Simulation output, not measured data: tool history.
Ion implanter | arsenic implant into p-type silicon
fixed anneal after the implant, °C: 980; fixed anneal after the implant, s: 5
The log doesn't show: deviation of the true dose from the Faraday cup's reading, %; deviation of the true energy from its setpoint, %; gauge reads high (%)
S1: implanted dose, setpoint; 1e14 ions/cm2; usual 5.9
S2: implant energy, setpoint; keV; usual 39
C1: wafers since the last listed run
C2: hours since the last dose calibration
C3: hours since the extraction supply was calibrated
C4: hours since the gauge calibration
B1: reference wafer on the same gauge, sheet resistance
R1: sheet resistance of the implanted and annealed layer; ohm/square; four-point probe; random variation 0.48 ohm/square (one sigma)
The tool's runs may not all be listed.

Run 1, hour 0: usual settings but S2 31.5 keV; C1 0; C2 1455.3; C3 4135.9; C4 226.5; B1 136.02. Result: R1 175.35 ohm/square.
Run 2, hour 16.7: usual settings but S2 31.5 keV; C1 512; C2 1472; C3 4152.6; C4 243.2; B1 136.07. Result: R1 175.82 ohm/square.
Run 3, hour 35.6: usual settings but S2 31.5 keV; C1 579; C2 1490.9; C3 4171.5; C4 262.1; B1 136. Result: R1 176.26 ohm/square.
Run 4, hour 69.4: usual settings but S1 4.96 1e14 ions/cm2; C1 1036; C2 1524.7; C3 4205.3; C4 295.9; B1 135.99. Result: R1 190.99 ohm/square.
Run 5, hour 82.6: usual settings but S1 4.96 1e14 ions/cm2; C1 404; C2 1537.9; C3 4218.5; C4 309.1; B1 135.87. Result: R1 191.7 ohm/square.
Run 6, hour 102.2: usual settings but S1 4.96 1e14 ions/cm2; C1 601; C2 1557.5; C3 4238.1; C4 328.7; B1 136. Result: R1 191.33 ohm/square.
Run 7, hour 118: usual settings but S1 6.36 1e14 ions/cm2, S2 28.5 keV; C1 484; C2 1573.3; C3 4253.9; C4 344.5; B1 136.01. Result: R1 170.51 ohm/square.
Run 8, hour 130.2: usual settings but S1 6.36 1e14 ions/cm2, S2 28.5 keV; C1 374; C2 1585.5; C3 4266.1; C4 356.7; B1 136.02. Result: R1 170.67 ohm/square.
Run 9, hour 150.9: usual settings but S1 6.36 1e14 ions/cm2, S2 28.5 keV; C1 634; C2 1606.2; C3 4286.8; C4 377.4; B1 135.97. Result: R1 169.65 ohm/square.
Run 10, hour 163.5: usual settings but S1 6.26 1e14 ions/cm2; C1 386; C2 1618.8; C3 4299.4; C4 390; B1 136.01. Result: R1 163.08 ohm/square.
Run 11, hour 210: usual settings but S1 6.26 1e14 ions/cm2; C1 1425; C2 1665.3; C3 4345.9; C4 436.5; B1 136.03. Result: R1 163.16 ohm/square.
Run 12, hour 225.2: usual settings but S1 6.26 1e14 ions/cm2; C1 466; C2 1680.5; C3 4361.1; C4 451.7; B1 136.01. Result: R1 163.43 ohm/square.
Run 13, hour 246: usual settings; C1 637; C2 1701.3; C3 4381.9; C4 472.5; B1 136. Result: R1 169.96 ohm/square.
Run 14, hour 274.4: usual settings; C1 870; C2 1729.7; C3 4410.3; C4 500.9; B1 136.04. Result: R1 170.63 ohm/square.
Run 15, hour 290.9: usual settings; C1 505; C2 1746.2; C3 4426.8; C4 517.4; B1 135.95. Result: R1 169.67 ohm/square.
Run 16, hour 324.2: usual settings; C1 1021; C2 1779.5; C3 4460.1; C4 550.7; B1 135.95. Result: R1 170.01 ohm/square.
At hour 364.4: extraction supply calibrated.
Run 17, hour 364.9: usual settings; C1 1002; C2 1820.2; C3 0.5; C4 591.4; B1 135.94. Result: R1 170.4 ohm/square.
Run 18, hour 377.8: usual settings; C1 395; C2 1833.1; C3 13.4; C4 604.3; B1 135.99. Result: R1 170.24 ohm/square.
Run 19, hour 392.2: usual settings; C1 441; C2 1847.5; C3 27.8; C4 618.7; B1 136.06. Result: R1 170.23 ohm/square.
Run 20, hour 417.1: usual settings but S1 4.51 1e14 ions/cm2; C1 763; C2 1872.4; C3 52.7; C4 643.6; B1 135.97. Result: R1 205.78 ohm/square.
At hour 448.1: Faraday cup replaced and dose calibrated.
Run 21, hour 448.6: usual settings but S1 7.5 1e14 ions/cm2, S2 44.5 keV; C1 720; C2 0.5; C3 84.2; C4 675.1; B1 136.05. Result: R1 134.35 ohm/square.
Run 22, hour 461: usual settings but S1 6.62 1e14 ions/cm2, S2 32.5 keV; C1 380; C2 12.9; C3 96.6; C4 687.5; B1 135.98. Result: R1 155.92 ohm/square.
Run 23, hour 491.2: usual settings but S1 4.64 1e14 ions/cm2, S2 44.5 keV; C1 926; C2 43.1; C3 126.8; C4 717.7; B1 136.01. Result: R1 189.22 ohm/square.
Run 24, hour 510.8: usual settings but S1 6.89 1e14 ions/cm2, S2 32 keV; C1 601; C2 62.7; C3 146.4; C4 737.3; B1 136.01. Result: R1 153.4 ohm/square.
Run 25, hour 538: usual settings but S1 7.24 1e14 ions/cm2, S2 31 keV; C1 834; C2 89.9; C3 173.6; C4 764.5; B1 135.97. Result: R1 149.71 ohm/square.
Run 26, hour 570.3: usual settings but S1 7.19 1e14 ions/cm2, S2 35 keV; C1 990; C2 122.2; C3 205.9; C4 796.8; B1 135.96. Result: R1 146.03 ohm/square.
At hour 573.5: gauge calibrated.
Run 27, hour 597.5: usual settings but S1 6.8 1e14 ions/cm2, S2 30 keV; C1 834; C2 149.4; C3 233.1; C4 24; B1 135.97. Result: R1 156.83 ohm/square.
Run 28, hour 614.9: usual settings; C1 533; C2 166.8; C3 250.5; C4 41.4; B1 136. Result: R1 163.24 ohm/square.
Run 29, hour 634.4: usual settings; C1 597; C2 186.3; C3 270; C4 60.9; B1 136.04. Result: R1 163.7 ohm/square.
Run 30, hour 658.1: usual settings but S2 35 keV; C1 726; C2 210; C3 293.7; C4 84.6; B1 136.04. Result: R1 167.48 ohm/square.
Run 31, hour 681.9: usual settings; C1 729; C2 233.8; C3 317.5; C4 108.4; B1 136. Result: R1 163.31 ohm/square.
Run 32, hour 698.8: usual settings but S1 4.55 1e14 ions/cm2, S2 47.5 keV; C1 518; C2 250.7; C3 334.4; C4 125.3; B1 135.93. Result: R1 191 ohm/square.
Run 33, hour 723.5: usual settings but S1 6.35 1e14 ions/cm2, S2 33.5 keV; C1 757; C2 275.4; C3 359.1; C4 150; B1 136.06. Result: R1 160.36 ohm/square.

What the log doesn't show, run by run:
deviation of the true energy from its setpoint, %: 0 in every run
gauge reads high (%): 0 in every run
H1: deviation of the true dose from the Faraday cup's reading, %
run       H1
  1    -4.85
  2    -4.89
  3    -4.95
  4    -5.04
  5    -5.08
  6    -5.13
  7    -5.18
  8    -5.21
  9    -5.27
 10    -5.31
 11    -5.44
 12    -5.48
 13    -5.54
 14    -5.62
 15    -5.67
 16    -5.76
 17    -5.87
 18    -5.91
 19    -5.95
 20    -6.02
 21    0.195
 22     0.16
 23   0.0753
 24   0.0202
 25  -0.0563
 26   -0.147
 27   -0.224
 28   -0.273
 29   -0.328
 30   -0.394
 31   -0.461
 32   -0.509
 33   -0.578
